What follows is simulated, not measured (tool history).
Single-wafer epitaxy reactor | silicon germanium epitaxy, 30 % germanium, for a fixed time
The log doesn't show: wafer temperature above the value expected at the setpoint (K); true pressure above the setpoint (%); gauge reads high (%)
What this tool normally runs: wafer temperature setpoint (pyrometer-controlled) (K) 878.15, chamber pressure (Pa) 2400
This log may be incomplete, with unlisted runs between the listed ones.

| run | hour | wafer temperature setpoint (pyrometer-controlled) (K) | chamber pressure (Pa) | wafers since the last listed run | hours since the last pyrometer calibration | hours since the last manometer calibration | hours since the showerhead was replaced | hours since the gauge calibration | read-back reference wafer on the same gauge, thickness_nm | mean film thickness on the monitor wafer (angstrom) |
|---|---|---|---|---|---|---|---|---|---|---|
| 1 | 0.0 | 878.15 | 2400 | 0 | 2667.3 | 2429.2 | 7038.2 | 85.5 | 74.971 | 571.13 |
| 2 | 32.5 | 871.15 | 2106 | 925 | 2699.8 | 2461.7 | 7070.7 | 118.0 | 74.905 | 481.53 |
| 3 | 57.9 | 871.15 | 2106 | 723 | 2725.2 | 2487.1 | 7096.1 | 143.4 | 75.008 | 478.98 |
| 4 | 72.5 | 871.15 | 2106 | 415 | 2739.8 | 2501.7 | 7110.7 | 158.0 | 74.954 | 486.69 |
| 5 | 102.3 | 873.15 | 2400 | 848 | 2769.6 | 2531.5 | 7140.5 | 187.8 | 74.935 | 522.88 |
| 6 | 131.4 | 875.15 | 2400 | 828 | 2798.7 | 2560.6 | 7169.6 | 216.9 | 74.987 | 542.38 |
| 7 | 145.5 | 875.15 | 2400 | 401 | 2812.8 | 2574.7 | 7183.7 | 231.0 | 74.976 | 545.54 |
| 8 | 160.3 | 875.15 | 2400 | 421 | 2827.6 | 2589.5 | 7198.5 | 245.8 | 74.831 | 542.84 |
| 9 | 189.8 | 878.15 | 2400 | 839 | 2857.1 | 2619.0 | 7228.0 | 275.3 | 75.051 | 570.14 |
|  | 238.1 | pyrometer calibrated |
| 10 | 283.5 | 878.15 | 2400 | 2439 | 45.4 | 2712.7 | 7321.7 | 369.0 | 74.957 | 642.69 |
| 11 | 318.2 | 878.15 | 2400 | 987 | 80.1 | 2747.4 | 7356.4 | 403.7 | 75.146 | 634.84 |
| 12 | 347.4 | 878.15 | 1986 | 831 | 109.3 | 2776.6 | 7385.6 | 432.9 | 75.148 | 593.51 |
|  | 356.8 | capacitance manometer re-zeroed and calibrated |
| 13 | 367.6 | 878.15 | 2400 | 347 | 129.5 | 10.8 | 7405.8 | 453.1 | 75.052 | 633.98 |
| 14 | 394.3 | 868.15 | 2786 | 760 | 156.2 | 37.5 | 7432.5 | 479.8 | 75.005 | 568.20 |
| 15 | 427.6 | 878.15 | 2400 | 947 | 189.5 | 70.8 | 7465.8 | 513.1 | 74.907 | 639.20 |
|  | 450.9 | gauge calibrated |
| 16 | 461.6 | 870.15 | 2133 | 967 | 223.5 | 104.8 | 7499.8 | 10.7 | 75.101 | 526.03 |
| 17 | 489.2 | 866.15 | 2213 | 785 | 251.1 | 132.4 | 7527.4 | 38.3 | 74.942 | 497.32 |
| 18 | 508.3 | 867.15 | 1800 | 543 | 270.2 | 151.5 | 7546.5 | 57.4 | 74.994 | 467.25 |
| 19 | 522.0 | 866.15 | 2213 | 389 | 283.9 | 165.2 | 7560.2 | 71.1 | 74.966 | 496.34 |
|  | 620.5 | showerhead replaced |
| 20 | 621.0 | 878.15 | 2400 | 2590 | 382.9 | 264.2 | 0.5 | 170.1 | 74.891 | 637.39 |
| 21 | 641.7 | 872.15 | 2960 | 589 | 403.6 | 284.9 | 21.2 | 190.8 | 75.041 | 619.55 |
| 22 | 669.7 | 878.15 | 2800 | 797 | 431.6 | 312.9 | 49.2 | 218.8 | 75.037 | 669.90 |
| 23 | 698.4 | 891.15 | 2893 | 816 | 460.3 | 341.6 | 77.9 | 247.5 | 74.977 | 850.49 |
| 24 | 725.8 | 873.15 | 1813 | 779 | 487.7 | 369.0 | 105.3 | 274.9 | 75.072 | 514.05 |
| 25 | 748.8 | 874.15 | 1800 | 654 | 510.7 | 392.0 | 128.3 | 297.9 | 75.086 | 525.00 |
| 26 | 768.7 | 878.15 | 2400 | 566 | 530.6 | 411.9 | 148.2 | 317.8 | 75.013 | 629.34 |
| 27 | 784.6 | 878.15 | 2400 | 452 | 546.5 | 427.8 | 164.1 | 333.7 | 75.022 | 630.04 |

For each entry between runs, how does the tool's hidden state at the last listed run before it compare with that at the first listed run after it?
From run 9 to run 10: pyrometer calibrated (hour 238.1)
  wafer temperature above the value expected at the setpoint (K): -6.28 -> 0.144
  the result without the hidden state subtracted from the measured one, mean film thickness on the monitor wafer (angstrom): -67.00 -> +1.62
From run 12 to run 13: capacitance manometer re-zeroed and calibrated (hour 356.8)
  wafer temperature above the value expected at the setpoint (K): 0.0122 -> -0.0295
  the result without the hidden state subtracted from the measured one, mean film thickness on the monitor wafer (angstrom): +0.12 -> -0.33
From run 15 to run 16: gauge calibrated (hour 450.9)
  wafer temperature above the value expected at the setpoint (K): -0.153 -> -0.224
  the result without the hidden state subtracted from the measured one, mean film thickness on the monitor wafer (angstrom): -1.72 -> -2.11
From run 19 to run 20: showerhead replaced (hour 620.5)
  wafer temperature above the value expected at the setpoint (K): -0.348 -> -0.553
  the result without the hidden state subtracted from the measured one, mean film thickness on the monitor wafer (angstrom): -3.13 -> -6.22

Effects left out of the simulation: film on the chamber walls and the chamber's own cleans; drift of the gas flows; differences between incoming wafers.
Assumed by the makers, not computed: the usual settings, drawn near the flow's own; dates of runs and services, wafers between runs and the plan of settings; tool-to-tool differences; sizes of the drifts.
